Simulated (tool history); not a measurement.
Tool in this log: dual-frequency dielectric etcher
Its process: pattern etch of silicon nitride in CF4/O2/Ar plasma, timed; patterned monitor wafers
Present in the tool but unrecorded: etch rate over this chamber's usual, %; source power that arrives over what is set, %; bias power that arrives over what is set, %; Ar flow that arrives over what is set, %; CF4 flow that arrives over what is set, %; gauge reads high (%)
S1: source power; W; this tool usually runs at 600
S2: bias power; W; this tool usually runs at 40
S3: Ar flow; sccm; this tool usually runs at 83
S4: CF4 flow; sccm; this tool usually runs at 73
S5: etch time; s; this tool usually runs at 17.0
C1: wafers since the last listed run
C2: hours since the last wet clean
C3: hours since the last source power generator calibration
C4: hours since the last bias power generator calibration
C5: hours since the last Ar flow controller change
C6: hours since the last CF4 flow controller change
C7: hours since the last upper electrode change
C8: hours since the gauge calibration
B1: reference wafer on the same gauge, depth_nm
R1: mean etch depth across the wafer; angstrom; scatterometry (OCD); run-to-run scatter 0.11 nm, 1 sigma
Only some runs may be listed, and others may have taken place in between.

run     day   S1  S2  S3  S4    S5   C1     C2      C3      C4      C5     C6     C7     C8     B1     R1
  1   0.000  640  35  75  66  17.0    0    4.9  4701.6  1698.1  3704.2   42.7  265.7  192.9  31.39  375.7
  2   1.075  470  40  83  73  17.0  432   30.7  4727.4  1723.9  3730.0   68.5  291.5  218.7  31.39  312.8
  3   2.025  600  40  83  73  17.0  381   53.5  4750.2  1746.7  3752.8   91.3  314.3  241.5  31.41  379.2
      3.158  -- source power generator calibrated
      3.571  -- Ar flow controller replaced
  4   3.592  600  40  83  73  21.5  462   91.1    10.4  1784.3     0.5  128.9  351.9  279.1  31.40  464.2
  5   4.329  600  36  83  73  17.0  296  108.8    28.1  1802.0    18.2  146.6  369.6  296.8  31.38  349.3
      5.242  -- bias power generator calibrated
  6   5.729  750  40  63  86  21.5  495  142.4    61.7    11.7    51.8  180.2  403.2  330.4  31.38  589.4
  7   6.375  600  40  83  73  17.0  259  157.9    77.2    27.2    67.3  195.7  418.7  345.9  31.40  364.3
  8   7.221  460  33  83  73  19.0  340  178.2    97.5    47.5    87.6  216.0  439.0  366.2  31.38  299.1
  9   8.146  600  50  83  73  15.5  371  200.4   119.7    69.7   109.8  238.2  461.2  388.4  31.39  367.5
 10   8.783  600  40  63  73  20.0  256  215.7   135.0    85.0   125.1  253.5  476.5  403.7  31.40  443.0
 11   9.479  520  50  83  73  17.0  279  232.4   151.7   101.7   141.8  270.2  493.2  420.4  31.40  360.3
 12  10.096  470  40  83  73  17.0  247  247.2   166.5   116.5   156.6  285.0  508.0  435.2  31.41  298.1
 13  11.179  640  40  83  73  17.0  435  273.2   192.5   142.5   182.6  311.0  534.0  461.2  31.40  380.6
 14  12.796  740  40  83  73  17.0  650  312.0   231.3   181.3   221.4  349.8  572.8  500.0  31.41  428.5
 15  14.192  600  40  83  73  17.0  561  345.5   264.8   214.8   254.9  383.3  606.3  533.5  31.41  361.0
 16  14.858  600  40  83  73  18.5  268  361.5   280.8   230.8   270.9  399.3  622.3  549.5  31.39  390.3
 17  15.854  600  40  96  73  19.5  400  385.4   304.7   254.7   294.8  423.2  646.2  573.4  31.39  402.7
 18  17.108  600  50  90  65  14.0  504  415.5   334.8   284.8   324.9  453.3  676.3  603.5  31.40  320.0
 19  18.425  600  40  83  73  17.0  529  447.1   366.4   316.4   356.5  484.9  707.9  635.1  31.40  358.8
     19.792  -- wet clean of the chamber
 20  19.812  600  40  83  73  17.0  155    0.5   399.7   349.7   389.8  518.2  741.2  668.4  31.41  369.7

Branching from run 20: 5 alternative next runs. What would each branch give?
  A  19.829  600  40  83  73  17.0   6  0.9  400.1  350.1  390.2  518.6  741.6  668.8   ?   ?
  B  19.829  500  40  83  73  20.5   6  0.9  400.1  350.1  390.2  518.6  741.6  668.8   ?   ?
  C  19.829  460  40  83  58  12.0   6  0.9  400.1  350.1  390.2  518.6  741.6  668.8   ?   ?
  D  19.829  600  40  83  73  19.5   6  0.9  400.1  350.1  390.2  518.6  741.6  668.8   ?   ?
  E  19.829  520  40  65  73  17.0   6  0.9  400.1  350.1  390.2  518.6  741.6  668.8   ?   ?

run     B1     R1
  A  31.40  369.8
  B  31.40  385.1
  C  31.40  204.4
  D  31.40  424.2
  E  31.40  341.3
Without the tool's unlogged condition, the same runs would have read:
run     R1
  A  365.9
  B  381.0
  C  202.2
  D  419.7
  E  337.6
